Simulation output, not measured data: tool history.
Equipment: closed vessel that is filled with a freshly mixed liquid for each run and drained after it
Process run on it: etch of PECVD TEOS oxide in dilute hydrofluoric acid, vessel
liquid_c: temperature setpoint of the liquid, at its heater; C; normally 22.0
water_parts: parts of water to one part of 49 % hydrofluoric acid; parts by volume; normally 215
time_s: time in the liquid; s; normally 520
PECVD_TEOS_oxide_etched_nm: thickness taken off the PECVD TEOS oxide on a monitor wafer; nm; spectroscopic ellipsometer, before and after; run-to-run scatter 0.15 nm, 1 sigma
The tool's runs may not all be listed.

| run | day | liquid_c | water_parts | time_s | read-back film thickness of the PECVD TEOS oxide reference wafer, read on the same gauge (nm) | PECVD_TEOS_oxide_etched_nm |
|---|---|---|---|---|---|---|
| 1 | 0.000 | 22.0 | 215 | 745 | 120.00 | 36.85 |
| 2 | 0.350 | 22.0 | 215 | 745 | 119.99 | 36.97 |
| 3 | 0.600 | 22.0 | 215 | 745 | 119.97 | 37.13 |
| 4 | 0.967 | 22.0 | 215 | 520 | 120.03 | 25.76 |
| 5 | 1.262 | 22.0 | 215 | 520 | 120.00 | 25.67 |
| 6 | 1.679 | 22.0 | 215 | 520 | 120.00 | 25.69 |
| 7 | 3.142 | 22.0 | 215 | 520 | 120.01 | 25.53 |
| 8 | 3.454 | 22.0 | 215 | 520 | 119.97 | 25.54 |
| 9 | 3.883 | 22.0 | 215 | 520 | 120.02 | 25.81 |
| 10 | 4.183 | 22.0 | 215 | 445 | 120.01 | 21.86 |
| 11 | 5.488 | 22.0 | 215 | 445 | 119.99 | 21.75 |
| 12 | 5.988 | 22.0 | 215 | 520 | 119.99 | 25.82 |
| 13 | 6.558 | 22.0 | 180 | 630 | 119.96 | 38.58 |
| 14 | 6.821 | 22.0 | 145 | 520 | 120.00 | 41.03 |
| 15 | 7.188 | 23.5 | 295 | 520 | 119.99 | 18.14 |
| 16 | 7.788 | 22.0 | 215 | 520 | 120.01 | 25.66 |
| 17 | 8.267 | 22.0 | 315 | 520 | 120.02 | 15.80 |
| 18 | 8.942 | 22.0 | 215 | 520 | 120.00 | 25.45 |
| 19 | 9.275 | 22.0 | 315 | 520 | 119.98 | 14.19 |
| 20 | 9.975 | 22.0 | 305 | 520 | 119.99 | 14.83 |
| 21 | 10.392 | 17.5 | 175 | 755 | 119.99 | 36.42 |
| 22 | 12.462 | 22.0 | 160 | 800 | 120.01 | 62.17 |
| 23 | 12.871 | 20.5 | 215 | 520 | 120.01 | 26.99 |
| 24 | 13.392 | 20.5 | 245 | 385 | 120.00 | 16.96 |
| 25 | 13.829 | 26.5 | 320 | 520 | 120.00 | 20.11 |

Taken out of this log: 5 entries between the listed runs. Where each belongs, and how the hidden state differs across it:
In the gap between runs 3 and 4: gauge calibrated (day 0.842)
  hydrofluoric acid flow below the setpoint (%): 7.96 -> 8
  measured value less the no-hidden-state value, PECVD_TEOS_oxide_etched_nm: -3.98 -> -2.77 nm
In the gap between runs 18 and 19: hydrofluoric acid flow meter replaced (day 9.033)
  hydrofluoric acid flow below the setpoint (%): 8.92 -> 15.4
  measured value less the no-hidden-state value, PECVD_TEOS_oxide_etched_nm: -3.08 -> -3.47 nm
In the gap between runs 19 and 20: thermometer replaced (day 9.754)
  hydrofluoric acid flow below the setpoint (%): 15.4 -> 15.5
  measured value less the no-hidden-state value, PECVD_TEOS_oxide_etched_nm: -3.47 -> -3.64 nm
In the gap between runs 20 and 21: gauge calibrated (day 10.104)
  both runs share identical hidden conditions
  measured value less the no-hidden-state value, PECVD_TEOS_oxide_etched_nm: -3.64 -> -8.02 nm
In the gap between runs 21 and 22: hydrofluoric acid flow meter replaced, repeated, since the last time left the tool worse (day 10.929)
  hydrofluoric acid flow below the setpoint (%): 15.5 -> 0.351
  measured value less the no-hidden-state value, PECVD_TEOS_oxide_etched_nm: -8.02 -> -0.26 nm

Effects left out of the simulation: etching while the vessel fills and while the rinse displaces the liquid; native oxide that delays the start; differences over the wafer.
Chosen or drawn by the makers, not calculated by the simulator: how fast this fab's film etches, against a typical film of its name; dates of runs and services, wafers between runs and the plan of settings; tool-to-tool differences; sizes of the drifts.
